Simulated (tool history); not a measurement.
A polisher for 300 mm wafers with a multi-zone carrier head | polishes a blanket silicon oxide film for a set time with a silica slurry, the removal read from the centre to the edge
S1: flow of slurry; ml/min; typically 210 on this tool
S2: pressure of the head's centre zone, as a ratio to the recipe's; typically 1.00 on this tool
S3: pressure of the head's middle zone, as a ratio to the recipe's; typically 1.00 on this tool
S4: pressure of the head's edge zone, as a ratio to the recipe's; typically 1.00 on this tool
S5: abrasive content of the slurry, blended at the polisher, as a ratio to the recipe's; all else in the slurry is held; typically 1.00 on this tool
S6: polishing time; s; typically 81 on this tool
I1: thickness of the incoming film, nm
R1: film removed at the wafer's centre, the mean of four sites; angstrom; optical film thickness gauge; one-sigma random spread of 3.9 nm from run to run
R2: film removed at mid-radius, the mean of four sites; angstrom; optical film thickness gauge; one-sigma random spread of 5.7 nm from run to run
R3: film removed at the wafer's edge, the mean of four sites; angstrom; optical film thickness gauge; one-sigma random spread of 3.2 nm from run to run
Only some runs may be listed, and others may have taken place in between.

| run | hour | S1 | S2 | S3 | S4 | S5 | S6 | I1 | R1 | R2 | R3 |
|---|---|---|---|---|---|---|---|---|---|---|---|
| 1 | 0.0 | 210 | 1.00 | 1.00 | 1.00 | 1.00 | 81 | 1294.5 | 3642 | 3729 | 3762 |
| 2 | 7.2 | 210 | 1.00 | 1.00 | 1.00 | 1.00 | 81 | 1278.0 | 3576 | 3649 | 3781 |
| 3 | 20.7 | 210 | 1.00 | 1.00 | 1.00 | 1.00 | 81 | 1289.9 | 3593 | 3683 | 3745 |
|  | 25.0 | worn pad replaced by a new one |
| 4 | 26.9 | 210 | 1.00 | 1.00 | 1.00 | 1.00 | 81 | 1284.7 | 3566 | 3694 | 3739 |
| 5 | 40.7 | 210 | 1.00 | 1.00 | 1.00 | 1.00 | 81 | 1305.3 | 3663 | 3556 | 3773 |
| 6 | 50.1 | 210 | 1.00 | 1.00 | 1.00 | 1.00 | 81 | 1301.8 | 3613 | 3675 | 3711 |
| 7 | 61.2 | 210 | 1.00 | 1.00 | 1.00 | 1.00 | 81 | 1290.5 | 3552 | 3540 | 3700 |
| 8 | 73.6 | 210 | 1.00 | 1.00 | 1.00 | 1.00 | 81 | 1306.2 | 3593 | 3597 | 3714 |
| 9 | 89.3 | 210 | 1.00 | 1.00 | 1.00 | 1.00 | 60 | 1298.6 | 2697 | 2686 | 2711 |
| 10 | 107.1 | 210 | 1.00 | 1.00 | 1.00 | 1.00 | 60 | 1281.1 | 2643 | 2639 | 2740 |
| 11 | 122.6 | 210 | 1.12 | 1.00 | 1.00 | 1.00 | 81 | 1278.8 | 4024 | 3515 | 3691 |
|  | 126.0 | slurry nozzle cleaned |
| 12 | 137.7 | 210 | 1.00 | 1.00 | 1.00 | 1.00 | 103 | 1275.0 | 5050 | 5064 | 4971 |
| 13 | 144.1 | 210 | 1.00 | 0.91 | 0.97 | 1.00 | 90 | 1286.2 | 4458 | 3993 | 4380 |
| 14 | 150.2 | 210 | 1.00 | 1.00 | 1.00 | 1.00 | 81 | 1297.3 | 3999 | 3826 | 3914 |
| 15 | 159.7 | 210 | 1.11 | 1.00 | 1.00 | 1.15 | 70 | 1280.1 | 3964 | 3528 | 3611 |
|  | 165.7 | carrier head's membrane replaced by a new one |
|  | 174.1 | edge zone pressure recalibrated |
| 16 | 174.6 | 210 | 1.00 | 1.00 | 0.94 | 1.20 | 81 | 1291.5 | 4169 | 4165 | 4157 |
|  | 182.2 | worn pad replaced by a new one, of another model than before |
| 17 | 182.7 | 230 | 0.91 | 1.00 | 1.00 | 1.00 | 81 | 1280.5 | 3531 | 3912 | 3981 |
|  | 190.1 | centre zone pressure recalibrated |
| 18 | 191.6 | 210 | 1.00 | 1.00 | 1.00 | 1.00 | 81 | 1295.1 | 3849 | 3800 | 3858 |
| 19 | 205.4 | 210 | 1.00 | 1.11 | 1.00 | 1.00 | 81 | 1267.2 | 3771 | 4100 | 3795 |
| 20 | 212.2 | 210 | 1.00 | 0.89 | 0.92 | 1.00 | 81 | 1270.5 | 3698 | 3314 | 3726 |
| 21 | 247.4 | 210 | 1.00 | 1.00 | 1.00 | 1.00 | 81 | 1293.2 | 3600 | 3499 | 3705 |
| 22 | 289.5 | 235 | 1.00 | 1.00 | 1.00 | 1.00 | 81 | 1274.7 | 3666 | 3641 | 3752 |

3 options for the next run, each taken on its own from the tool as it stands now. Forecast them:
| A | 289.9 | 210 | 1.00 | 1.00 | 1.00 | 1.00 | 81 | 1275.0 | ? | ? | ? |
| B | 289.9 | 210 | 1.00 | 0.89 | 1.03 | 1.10 | 81 | 1275.0 | ? | ? | ? |
| C | 289.9 | 210 | 1.06 | 1.00 | 1.00 | 1.00 | 81 | 1275.0 | ? | ? | ? |

| run | R1 | R2 | R3 |
|---|---|---|---|
| A | 3453 | 3518 | 3605 |
| B | 3584 | 3315 | 3785 |
| C | 3662 | 3517 | 3605 |
The same runs, with their run-to-run variation unchanged, on a tool lacking any hidden condition would have given:
| run | R1 | R2 | R3 |
|---|---|---|---|
| A | 4010 | 4017 | 3963 |
| B | 4162 | 3785 | 4161 |
| C | 4253 | 4015 | 3963 |
